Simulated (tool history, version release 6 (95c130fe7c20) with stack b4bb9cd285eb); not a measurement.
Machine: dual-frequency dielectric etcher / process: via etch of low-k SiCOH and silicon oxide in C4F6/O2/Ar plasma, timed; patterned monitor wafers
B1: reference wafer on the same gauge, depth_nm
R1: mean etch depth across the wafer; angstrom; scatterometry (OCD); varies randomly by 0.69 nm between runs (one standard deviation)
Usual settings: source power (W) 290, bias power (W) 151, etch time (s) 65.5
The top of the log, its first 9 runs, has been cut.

-- hour=244.2 wet clean of the chamber
run 10 hour=244.7 | source_power_(W)=290 bias_power_(W)=151 etch_time_(s)=76 | B1=112 | R1=1373
run 11 hour=255.9 | source_power_(W)=290 bias_power_(W)=151 etch_time_(s)=76 | B1=112.3 | R1=1371
run 12 hour=294.2 | source_power_(W)=320 bias_power_(W)=176 etch_time_(s)=77 | B1=112.3 | R1=1485
run 13 hour=309.1 | source_power_(W)=290 bias_power_(W)=151 etch_time_(s)=54.5 | B1=111.9 | R1=987
-- hour=316.7 gauge calibrated
run 14 hour=324.7 | source_power_(W)=290 bias_power_(W)=140 etch_time_(s)=65.5 | B1=112 | R1=1152
run 15 hour=352.9 | source_power_(W)=290 bias_power_(W)=151 etch_time_(s)=65.5 | B1=112.1 | R1=1192
run 16 hour=380.4 | source_power_(W)=290 bias_power_(W)=151 etch_time_(s)=65.5 | B1=112 | R1=1188
run 17 hour=460.7 | source_power_(W)=350 bias_power_(W)=151 etch_time_(s)=83 | B1=111.9 | R1=1569
run 18 hour=492.9 | source_power_(W)=270 bias_power_(W)=137 etch_time_(s)=83 | B1=112.1 | R1=1448
run 19 hour=507.1 | source_power_(W)=250 bias_power_(W)=119 etch_time_(s)=74 | B1=111.9 | R1=1221
run 20 hour=523.9 | source_power_(W)=290 bias_power_(W)=151 etch_time_(s)=65.5 | B1=112.1 | R1=1183
-- hour=554.8 upper electrode replaced
run 21 hour=555.3 | source_power_(W)=340 bias_power_(W)=180 etch_time_(s)=51 | B1=111.8 | R1=1006
run 22 hour=568.4 | source_power_(W)=330 bias_power_(W)=185 etch_time_(s)=47.5 | B1=111.9 | R1=927
run 23 hour=581 | source_power_(W)=290 bias_power_(W)=151 etch_time_(s)=76 | B1=112 | R1=1373
run 24 hour=598.7 | source_power_(W)=290 bias_power_(W)=175 etch_time_(s)=65.5 | B1=112 | R1=1241
run 25 hour=623.9 | source_power_(W)=290 bias_power_(W)=127 etch_time_(s)=65.5 | B1=112.1 | R1=1123
run 26 hour=643.7 | source_power_(W)=320 bias_power_(W)=151 etch_time_(s)=65.5 | B1=111.8 | R1=1195
run 27 hour=705.2 | source_power_(W)=290 bias_power_(W)=151 etch_time_(s)=65.5 | B1=112 | R1=1188
run 28 hour=730.9 | source_power_(W)=290 bias_power_(W)=151 etch_time_(s)=65.5 | B1=111.9 | R1=1179
run 29 hour=798.2 | source_power_(W)=290 bias_power_(W)=128 etch_time_(s)=52.5 | B1=112.1 | R1=899

Run 30 has not been measured yet. What should we expect?
run 30 hour=810.2 | source_power_(W)=290 bias_power_(W)=167 etch_time_(s)=65.5 | B1=? | R1=?

{"run 30": {"B1": 112, "R1": 1218}}
Had the tool carried no hidden state, the very same run would have given R1 1218 angstrom.
